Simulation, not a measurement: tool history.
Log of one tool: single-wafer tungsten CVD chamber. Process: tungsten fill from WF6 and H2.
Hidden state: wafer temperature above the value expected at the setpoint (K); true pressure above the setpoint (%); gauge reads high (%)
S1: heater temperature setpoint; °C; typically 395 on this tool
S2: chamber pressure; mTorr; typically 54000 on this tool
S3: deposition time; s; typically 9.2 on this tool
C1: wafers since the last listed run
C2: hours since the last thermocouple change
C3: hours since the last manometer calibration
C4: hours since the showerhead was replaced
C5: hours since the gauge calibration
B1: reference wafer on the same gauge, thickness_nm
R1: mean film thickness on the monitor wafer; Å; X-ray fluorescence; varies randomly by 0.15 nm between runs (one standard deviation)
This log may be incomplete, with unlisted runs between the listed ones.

{"run": 1, "hour": 0.0, "S1": 395, "S2": 54000, "S3": 9.2, "C1": 0, "C2": 1255.6, "C3": 1379.6, "C4": 2158.6, "C5": 416.4, "B1": 32.708, "R1": 338.31}
{"run": 2, "hour": 104.7, "S1": 395, "S2": 47200, "S3": 9.2, "C1": 3048, "C2": 1360.3, "C3": 1484.3, "C4": 2263.3, "C5": 521.1, "B1": 32.699, "R1": 314.26}
{"run": 3, "hour": 144.7, "S1": 390, "S2": 54000, "S3": 8.41, "C1": 1164, "C2": 1400.3, "C3": 1524.3, "C4": 2303.3, "C5": 561.1, "B1": 32.72, "R1": 280.15}
{"run": 4, "hour": 228.8, "S1": 390, "S2": 54000, "S3": 8.41, "C1": 2448, "C2": 1484.4, "C3": 1608.4, "C4": 2387.4, "C5": 645.2, "B1": 32.698, "R1": 280.56}
{"run": 5, "hour": 302.0, "S1": 390, "S2": 54000, "S3": 8.41, "C1": 2131, "C2": 1557.6, "C3": 1681.6, "C4": 2460.6, "C5": 718.4, "B1": 32.72, "R1": 279.23}
{"run": 6, "hour": 363.8, "S1": 395, "S2": 54000, "S3": 9.2, "C1": 1799, "C2": 1619.4, "C3": 1743.4, "C4": 2522.4, "C5": 780.2, "B1": 32.67, "R1": 340.15}
{"run": 7, "hour": 438.1, "S1": 384, "S2": 49900, "S3": 9.2, "C1": 2163, "C2": 1693.7, "C3": 1817.7, "C4": 2596.7, "C5": 854.5, "B1": 32.707, "R1": 257.3}
{"run": 8, "hour": 505.4, "S1": 384, "S2": 49900, "S3": 9.2, "C1": 1959, "C2": 1761, "C3": 1885, "C4": 2664, "C5": 921.8, "B1": 32.691, "R1": 257.04}
{"run": 9, "hour": 593.8, "S1": 384, "S2": 49900, "S3": 9.2, "C1": 2573, "C2": 1849.4, "C3": 1973.4, "C4": 2752.4, "C5": 1010.2, "B1": 32.687, "R1": 259.69}
{"run": 10, "hour": 669.7, "S1": 395, "S2": 54000, "S3": 9.2, "C1": 2209, "C2": 1925.3, "C3": 2049.3, "C4": 2828.3, "C5": 1086.1, "B1": 32.679, "R1": 339.83}
{"run": 11, "hour": 718.4, "S1": 395, "S2": 45100, "S3": 9.2, "C1": 1417, "C2": 1974, "C3": 2098, "C4": 2877, "C5": 1134.8, "B1": 32.69, "R1": 307.63}
{"hour": 800.6, "done": "thermocouple changed; heater temperature recalibrated"}
{"run": 12, "hour": 801.1, "S1": 384, "S2": 49900, "S3": 9.2, "C1": 2174, "C2": 0.5, "C3": 2180.7, "C4": 2959.7, "C5": 1217.5, "B1": 32.706, "R1": 240.03}
{"run": 13, "hour": 894.8, "S1": 395, "S2": 54000, "S3": 10.2, "C1": 2728, "C2": 94.2, "C3": 2274.4, "C4": 3053.4, "C5": 1311.2, "B1": 32.727, "R1": 359.26}
{"hour": 907.7, "done": "gauge calibrated"}
{"run": 14, "hour": 991.6, "S1": 395, "S2": 54000, "S3": 9.2, "C1": 2818, "C2": 191, "C3": 2371.2, "C4": 3150.2, "C5": 83.9, "B1": 32.699, "R1": 323.19}
{"run": 15, "hour": 1053.9, "S1": 395, "S2": 54000, "S3": 9.2, "C1": 1813, "C2": 253.3, "C3": 2433.5, "C4": 3212.5, "C5": 146.2, "B1": 32.707, "R1": 324.99}
{"hour": 1078.9, "done": "showerhead replaced"}
{"hour": 1107.7, "done": "capacitance manometer re-zeroed and calibrated"}
{"run": 16, "hour": 1147.9, "S1": 395, "S2": 64100, "S3": 9.2, "C1": 2270, "C2": 347.3, "C3": 40.2, "C4": 69, "C5": 240.2, "B1": 32.708, "R1": 358.54}
{"run": 17, "hour": 1247.8, "S1": 395, "S2": 54000, "S3": 10.84, "C1": 2908, "C2": 447.2, "C3": 140.1, "C4": 168.9, "C5": 340.1, "B1": 32.68, "R1": 388.94}
{"run": 18, "hour": 1330.3, "S1": 395, "S2": 54000, "S3": 9.78, "C1": 2401, "C2": 529.7, "C3": 222.6, "C4": 251.4, "C5": 422.6, "B1": 32.682, "R1": 348.16}
{"run": 19, "hour": 1379.8, "S1": 388, "S2": 66300, "S3": 10.84, "C1": 1441, "C2": 579.2, "C3": 272.1, "C4": 300.9, "C5": 472.1, "B1": 32.692, "R1": 371.89}
{"run": 20, "hour": 1451.0, "S1": 395, "S2": 54000, "S3": 10.27, "C1": 2072, "C2": 650.4, "C3": 343.3, "C4": 372.1, "C5": 543.3, "B1": 32.698, "R1": 371.1}
{"run": 21, "hour": 1502.1, "S1": 383, "S2": 54000, "S3": 8.55, "C1": 1487, "C2": 701.5, "C3": 394.4, "C4": 423.2, "C5": 594.4, "B1": 32.699, "R1": 236.93}

For each run, the measured value with the value that run would have given without the tool's hidden condition subtracted. The run-to-run variation is shared by both, the gauge scatter possibly not:
run=1 R1=+15.85
run=2 R1=+15.04
run=3 R1=+13.82
run=4 R1=+14.03
run=5 R1=+14.11
run=6 R1=+16.94
run=7 R1=+13.71
run=8 R1=+13.8
run=9 R1=+14.05
run=10 R1=+17.43
run=11 R1=+15.83
run=12 R1=-1.57
run=13 R1=+0.09
run=14 R1=+1.91
run=15 R1=+2.97
run=16 R1=+4.82
run=17 R1=+6.77
run=18 R1=+7.04
run=19 R1=+8.47
run=20 R1=+8.82
run=21 R1=+6.33
